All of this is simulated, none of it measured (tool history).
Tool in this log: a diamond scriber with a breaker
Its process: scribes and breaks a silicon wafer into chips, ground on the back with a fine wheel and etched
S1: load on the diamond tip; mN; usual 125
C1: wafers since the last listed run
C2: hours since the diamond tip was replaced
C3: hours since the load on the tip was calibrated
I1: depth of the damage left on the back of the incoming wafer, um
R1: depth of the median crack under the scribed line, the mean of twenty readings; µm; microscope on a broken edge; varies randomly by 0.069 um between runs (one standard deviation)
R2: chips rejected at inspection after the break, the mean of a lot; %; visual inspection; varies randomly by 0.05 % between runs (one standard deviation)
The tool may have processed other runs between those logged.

Run 1, hour 0: usual settings but S1 138 mN; C1 0; C2 283.7; C3 1089.5; I1 0.43. Result: R1 8.64 µm, R2 0.93 %.
Run 2, hour 7.6: usual settings but S1 138 mN; C1 26; C2 291.3; C3 1097.1; I1 0.31. Result: R1 8.56 µm, R2 0.96 %.
Run 3, hour 20.9: usual settings; C1 46; C2 304.6; C3 1110.4; I1 0.72. Result: R1 8.11 µm, R2 2.16 %.
Run 4, hour 58.5: usual settings; C1 132; C2 342.2; C3 1148; I1 0.33. Result: R1 8.11 µm, R2 2.01 %.
Run 5, hour 66.7: usual settings; C1 28; C2 350.4; C3 1156.2; I1 0.56. Result: R1 8.08 µm, R2 2.09 %.
Run 6, hour 84.3: usual settings; C1 62; C2 368; C3 1173.8; I1 0.67. Result: R1 8.13 µm, R2 2.13 %.
At hour 89.9: diamond tip replaced by a new one, of another model than before.
Run 7, hour 93.4: usual settings; C1 25; C2 3.5; C3 1182.9; I1 0.36. Result: R1 8.58 µm, R2 1.01 %.
Run 8, hour 121.6: usual settings; C1 99; C2 31.7; C3 1211.1; I1 0.33. Result: R1 8.54 µm, R2 1.04 %.
Run 9, hour 129.5: usual settings but S1 102 mN; C1 27; C2 39.6; C3 1219; I1 0.8. Result: R1 7.88 µm, R2 2.9 %.

What does the tool deliver on the next run?
Run 10, hour 137.7: usual settings; C1 28; C2 47.8; C3 1227.2; I1 0.5. Result: R1 ?, R2 ?.

R1: 8.5 µm
R2: 1.2 %
Were there no unlogged condition in the tool, this run, its random variation unchanged, would have produced R1 8.67 µm, R2 1.05 %.
